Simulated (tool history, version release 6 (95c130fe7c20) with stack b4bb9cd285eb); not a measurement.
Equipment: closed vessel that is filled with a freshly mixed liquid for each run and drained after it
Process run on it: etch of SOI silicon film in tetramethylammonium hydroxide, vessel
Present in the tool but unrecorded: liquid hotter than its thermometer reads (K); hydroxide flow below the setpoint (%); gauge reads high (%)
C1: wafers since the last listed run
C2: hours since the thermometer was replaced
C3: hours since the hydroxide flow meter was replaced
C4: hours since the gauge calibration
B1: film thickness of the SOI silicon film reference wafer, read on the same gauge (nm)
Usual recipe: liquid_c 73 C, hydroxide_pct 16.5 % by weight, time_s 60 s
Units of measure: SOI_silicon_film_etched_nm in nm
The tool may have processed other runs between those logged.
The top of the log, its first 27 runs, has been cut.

{"run": 28, "day": 17.738, "liquid_c": 69.5, "hydroxide_pct": 13, "time_s": 60, "C1": 1044, "C2": 119.3, "C3": 235.1, "C4": 363.9, "B1": 130.01, "SOI_silicon_film_etched_nm": 399.72}
{"run": 29, "day": 18.146, "liquid_c": 73, "hydroxide_pct": 16.5, "time_s": 60, "C1": 710, "C2": 129.1, "C3": 244.9, "C4": 373.7, "B1": 129.99, "SOI_silicon_film_etched_nm": 442.36}
{"run": 30, "day": 18.688, "liquid_c": 67.5, "hydroxide_pct": 18, "time_s": 95, "C1": 943, "C2": 142.1, "C3": 257.9, "C4": 386.7, "B1": 129.99, "SOI_silicon_film_etched_nm": 488.97}
{"run": 31, "day": 18.975, "liquid_c": 80.5, "hydroxide_pct": 19, "time_s": 80, "C1": 500, "C2": 149, "C3": 264.8, "C4": 393.6, "B1": 129.98, "SOI_silicon_film_etched_nm": 864.67}
{"run": 32, "day": 19.412, "liquid_c": 73, "hydroxide_pct": 16.5, "time_s": 60, "C1": 761, "C2": 159.5, "C3": 275.3, "C4": 404.1, "B1": 129.98, "SOI_silicon_film_etched_nm": 445.77}
{"run": 33, "day": 19.754, "liquid_c": 73, "hydroxide_pct": 16.5, "time_s": 60, "C1": 594, "C2": 167.7, "C3": 283.5, "C4": 412.3, "B1": 130.04, "SOI_silicon_film_etched_nm": 444.23}
{"run": 34, "day": 20.321, "liquid_c": 73, "hydroxide_pct": 20, "time_s": 60, "C1": 986, "C2": 181.3, "C3": 297.1, "C4": 425.9, "B1": 129.98, "SOI_silicon_film_etched_nm": 414.26}
{"run": 35, "day": 20.654, "liquid_c": 73, "hydroxide_pct": 21.5, "time_s": 30, "C1": 580, "C2": 189.3, "C3": 305.1, "C4": 433.9, "B1": 129.97, "SOI_silicon_film_etched_nm": 199.95}

3 options for the next run, each taken on its own from the tool as it stands now. Forecast them:
{"run": "A", "day": 20.683, "liquid_c": 73, "hydroxide_pct": 16.5, "time_s": 50, "C1": 50, "C2": 190, "C3": 305.8, "C4": 434.6, "B1": "?", "SOI_silicon_film_etched_nm": "?"}
{"run": "B", "day": 20.683, "liquid_c": 67, "hydroxide_pct": 19.5, "time_s": 30, "C1": 50, "C2": 190, "C3": 305.8, "C4": 434.6, "B1": "?", "SOI_silicon_film_etched_nm": "?"}
{"run": "C", "day": 20.683, "liquid_c": 73, "hydroxide_pct": 13.5, "time_s": 30, "C1": 50, "C2": 190, "C3": 305.8, "C4": 434.6, "B1": "?", "SOI_silicon_film_etched_nm": "?"}

run=A B1=130.02 SOI_silicon_film_etched_nm=373.74
run=B B1=130.02 SOI_silicon_film_etched_nm=148.16
run=C B1=130.02 SOI_silicon_film_etched_nm=246.13
Had the tool no hidden state, the same runs would have come out as:
run=A SOI_silicon_film_etched_nm=361.19
run=B SOI_silicon_film_etched_nm=142.43
run=C SOI_silicon_film_etched_nm=236.43
